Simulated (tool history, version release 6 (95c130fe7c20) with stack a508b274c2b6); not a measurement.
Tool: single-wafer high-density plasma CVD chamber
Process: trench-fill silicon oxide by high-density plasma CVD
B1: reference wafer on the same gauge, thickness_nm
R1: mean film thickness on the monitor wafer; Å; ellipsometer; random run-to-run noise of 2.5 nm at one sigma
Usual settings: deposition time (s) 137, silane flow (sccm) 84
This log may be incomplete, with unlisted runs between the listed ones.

Run 1, hour 0.0: usual settings but deposition time (s) 126; B1 1399.733. Result: R1 10490.04 Å.
Run 2, hour 8.4: usual settings but deposition time (s) 126; B1 1400.110. Result: R1 10496.40 Å.
Run 3, hour 25.3: usual settings; B1 1398.992. Result: R1 11417.35 Å.
Run 4, hour 34.2: usual settings but deposition time (s) 124; B1 1399.244. Result: R1 10299.39 Å.
Run 5, hour 43.6: usual settings but deposition time (s) 124; B1 1400.188. Result: R1 10306.01 Å.
Run 6, hour 59.5: usual settings; B1 1398.967. Result: R1 11316.08 Å.
Run 7, hour 65.9: usual settings; B1 1400.786. Result: R1 11395.34 Å.
Run 8, hour 116.8: usual settings; B1 1400.642. Result: R1 11325.83 Å.
At hour 142.7: silane flow controller replaced.
Run 9, hour 155.2: usual settings; B1 1400.266. Result: R1 12132.37 Å.
Run 10, hour 172.0: usual settings but silane flow (sccm) 93; B1 1399.190. Result: R1 13317.39 Å.
Run 11, hour 187.0: usual settings; B1 1399.617. Result: R1 12059.60 Å.
Run 12, hour 198.5: usual settings; B1 1399.408. Result: R1 12072.02 Å.
Run 13, hour 211.1: usual settings but deposition time (s) 164, silane flow (sccm) 73; B1 1399.165. Result: R1 12555.99 Å.
Run 14, hour 223.6: usual settings; B1 1400.817. Result: R1 12101.49 Å.
Run 15, hour 240.2: usual settings; B1 1400.468. Result: R1 12141.84 Å.
At hour 240.9: gauge calibrated.
Run 16, hour 293.8: usual settings but deposition time (s) 146, silane flow (sccm) 69; B1 1399.200. Result: R1 10578.48 Å.
Run 17, hour 305.4: usual settings; B1 1400.030. Result: R1 12072.67 Å.
Run 18, hour 321.1: usual settings but deposition time (s) 112, silane flow (sccm) 79; B1 1399.791. Result: R1 9294.50 Å.
Run 19, hour 358.0: usual settings but deposition time (s) 159, silane flow (sccm) 71; B1 1399.281. Result: R1 11841.94 Å.
Run 20, hour 372.7: usual settings but deposition time (s) 127, silane flow (sccm) 68; B1 1400.577. Result: R1 9053.79 Å.
Run 21, hour 383.3: usual settings but deposition time (s) 147, silane flow (sccm) 79; B1 1399.977. Result: R1 12174.34 Å.
Run 22, hour 396.7: usual settings but deposition time (s) 146, silane flow (sccm) 99; B1 1399.449. Result: R1 15187.85 Å.
Run 23, hour 420.1: usual settings but deposition time (s) 146, silane flow (sccm) 93; B1 1401.302. Result: R1 14225.51 Å.
Run 24, hour 432.0: usual settings; B1 1400.740. Result: R1 12053.54 Å.

Some steps in R1 between neighbouring runs. How much of each would the tool show without its hidden state too (settings, what came in, random variation), and how much is left for the hidden state, with any gauge scatter that isn't in both results?
The hidden state here: delivered silane flow above the setpoint (%); gauge reads high (%).
Run 5 -> 6: deposition time (s) 124 -> 137. R1 +1010.07 Å: hidden state -63.33, all else +1073.40.
Run 8 -> 9: silane flow controller replaced. R1 +806.54 Å: hidden state +765.73, all else +40.81.
Run 20 -> 21: deposition time (s) 127 -> 147, silane flow (sccm) 68 -> 79. R1 +3120.55 Å: hidden state +26.75, all else +3093.80.
Run 21 -> 22: deposition time (s) 147 -> 146, silane flow (sccm) 79 -> 99. R1 +3013.51 Å: hidden state +25.34, all else +2988.17.
